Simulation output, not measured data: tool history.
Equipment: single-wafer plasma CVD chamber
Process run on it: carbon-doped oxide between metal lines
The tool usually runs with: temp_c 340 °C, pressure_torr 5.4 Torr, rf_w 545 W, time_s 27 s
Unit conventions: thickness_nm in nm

run,hour,temp_c,pressure_torr,rf_w,time_s,"read-back reference wafer on the same gauge, thickness_nm",thickness_nm
1,0,340,5.4,495,29.7,141.016,164.723
2,25.6,340,5.4,495,29.7,140.877,164.463
3,73.1,340,4.66,545,27,141.06,157.79
4,101.1,340,5.79,545,27,141.098,162.548
5,170.5,333,5.4,545,27,141,164.584
6,219.3,340,5.4,545,27,140.933,162.648
# hour 267.9: thermocouple changed; heater temperature recalibrated
7,408.4,344,5.4,545,31.2,141.08,186.613
8,442.5,335,5.4,545,25.6,141,158.588
9,483.8,340,6.05,545,31.9,140.972,194.593
10,534.8,335,5.4,545,27,140.998,166.887
11,560.3,340,5.05,640,27,140.932,183.904
12,629.6,334,4.98,545,27,141.006,165.742
13,682.9,340,5.4,545,24.7,140.995,151.037
14,749.7,340,5.4,545,30.8,140.93,188.23
# hour 785.4: RF generator calibrated
# hour 799: capacitance manometer re-zeroed and calibrated
15,813.3,329,5.4,645,27,140.972,195.469
# hour 834.6: thermocouple changed; heater temperature recalibrated, repeated, since the last time left the tool worse
16,859.9,340,5.92,440,27,140.977,134.774
17,908.4,340,4.91,545,27,141.012,157.985
18,947,340,5.4,545,27,141.054,159.376
19,1016.8,340,6.14,545,30.7,140.903,185.567
20,1083.1,326,4.61,650,23.6,140.837,164.162
21,1135.8,340,5.4,545,27,141.035,160.966
22,1190.6,340,5.4,625,27,141.033,177.307
23,1249.6,326,5.4,545,27,140.956,167.093
24,1318.2,329,5.4,510,27,141.051,158.314
25,1346.4,331,5.4,630,27,140.981,184.311
26,1395.9,352,6.47,445,29.1,141.008,143.388
27,1460.1,340,5.4,545,27,141.024,160.989
28,1484.2,334,4.79,615,25.1,141.179,164.072

Below are 4 alternative next runs, each starting from the tool's condition after run 28. Predict each:
A,1484.6,352,5.4,545,27,?,?
B,1484.6,340,5.4,545,29.4,?,?
C,1484.6,340,5.4,505,29.1,?,?
D,1484.6,340,4.73,545,27,?,?

run,"read-back reference wafer on the same gauge, thickness_nm",thickness_nm
A,141.023,154.564
B,141.023,174.241
C,141.023,162.312
D,141.023,157.112
What these runs would have given with no unlogged condition in the tool:
run,thickness_nm
A,154.076
B,173.583
C,161.7
D,156.519
